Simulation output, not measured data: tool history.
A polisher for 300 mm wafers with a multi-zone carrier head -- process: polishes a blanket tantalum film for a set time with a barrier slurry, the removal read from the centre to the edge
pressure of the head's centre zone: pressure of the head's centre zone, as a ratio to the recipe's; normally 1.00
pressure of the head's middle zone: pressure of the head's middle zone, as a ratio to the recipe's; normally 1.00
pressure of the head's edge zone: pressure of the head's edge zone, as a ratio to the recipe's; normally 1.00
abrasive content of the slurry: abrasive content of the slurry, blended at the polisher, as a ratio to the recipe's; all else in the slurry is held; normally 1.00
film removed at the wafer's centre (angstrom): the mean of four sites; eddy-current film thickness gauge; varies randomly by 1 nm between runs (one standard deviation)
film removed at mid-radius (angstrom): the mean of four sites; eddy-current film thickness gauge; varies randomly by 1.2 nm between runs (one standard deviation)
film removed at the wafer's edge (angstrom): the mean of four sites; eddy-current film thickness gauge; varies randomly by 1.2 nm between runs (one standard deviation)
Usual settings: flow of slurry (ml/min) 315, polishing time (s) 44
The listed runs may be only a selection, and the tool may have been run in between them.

run,hour,flow of slurry (ml/min),pressure of the head's centre zone,pressure of the head's middle zone,pressure of the head's edge zone,abrasive content of the slurry,polishing time (s),"incoming thickness of the incoming film, nm",film removed at the wafer's centre (angstrom),film removed at mid-radius (angstrom),film removed at the wafer's edge (angstrom)
1,0.0,315,1.00,1.00,1.00,1.00,44,260.3,879,873,879
# hour 60.0: slurry nozzle cleaned
2,100.5,315,1.00,1.00,1.00,1.15,44,263.1,933,942,913
# hour 168.6: worn pad replaced by a new one
3,189.1,315,1.00,1.00,1.00,1.00,44,260.8,899,921,895
4,273.3,315,1.00,1.00,1.00,1.00,44,263.1,915,900,891
5,312.2,315,1.00,1.00,1.00,1.00,44,258.5,897,899,903
6,392.6,315,1.00,1.00,1.00,1.00,44,257.2,889,893,881
7,491.5,315,1.00,1.00,1.00,1.00,44,263.2,887,882,871
8,538.4,350,1.00,1.00,1.00,1.00,44,260.0,901,893,879
# hour 574.1: edge zone pressure recalibrated
# hour 587.8: slurry nozzle cleaned
# hour 618.4: worn pad replaced by a new one
9,625.3,315,1.00,1.00,1.00,1.00,44,258.2,898,894,893
10,703.0,350,1.00,1.00,1.00,1.00,44,265.9,902,919,893
# hour 724.7: centre zone pressure recalibrated
# hour 904.7: carrier head's membrane replaced by a new one
11,953.6,355,1.09,1.00,1.08,1.00,54,258.4,1186,1092,1129
# hour 972.9: worn pad replaced by a new one
12,1051.2,315,1.00,1.00,1.00,1.00,44,259.8,877,879,861
# hour 1054.6: slurry nozzle cleaned
13,1144.4,285,1.09,0.89,1.00,1.00,35,261.1,759,654,704
14,1232.3,360,0.93,0.95,1.00,1.00,44,263.9,842,867,878
15,1270.7,250,1.00,0.96,1.09,0.80,44,260.9,825,797,875
# hour 1378.2: worn pad replaced by a new one
16,1452.6,395,1.00,0.95,1.00,1.00,44,255.3,889,878,892
17,1520.5,420,1.00,1.00,1.00,1.00,52,255.1,1046,1092,1049
18,1616.0,315,1.00,1.00,1.00,0.75,44,257.4,782,810,772
# hour 1640.8: slurry nozzle cleaned
19,1693.0,250,1.00,1.04,0.91,1.25,44,263.0,944,974,903
# hour 1743.3: edge zone pressure recalibrated
20,1792.3,315,1.00,1.00,1.00,1.00,54,260.6,1093,1112,1108

5 options for the next run, each taken on its own from the tool as it stands now. Forecast them:
A,1792.7,315,1.00,1.00,1.00,1.10,44,259.9,?,?,?
B,1792.7,315,1.00,1.00,0.97,1.00,44,259.9,?,?,?
C,1792.7,375,1.09,1.00,1.00,1.00,44,259.9,?,?,?
D,1792.7,315,0.95,1.00,0.92,0.90,33,259.9,?,?,?
E,1792.7,315,1.00,1.10,1.00,0.70,44,259.9,?,?,?

run,film removed at the wafer's centre (angstrom),film removed at mid-radius (angstrom),film removed at the wafer's edge (angstrom)
A,926,941,900
B,904,918,866
C,990,928,886
D,629,669,616
E,813,892,788
The same runs, with their run-to-run variation unchanged, on a tool lacking any hidden condition would have given:
run,film removed at the wafer's centre (angstrom),film removed at mid-radius (angstrom),film removed at the wafer's edge (angstrom)
A,931,945,903
B,908,922,869
C,994,932,889
D,632,672,619
E,817,896,791

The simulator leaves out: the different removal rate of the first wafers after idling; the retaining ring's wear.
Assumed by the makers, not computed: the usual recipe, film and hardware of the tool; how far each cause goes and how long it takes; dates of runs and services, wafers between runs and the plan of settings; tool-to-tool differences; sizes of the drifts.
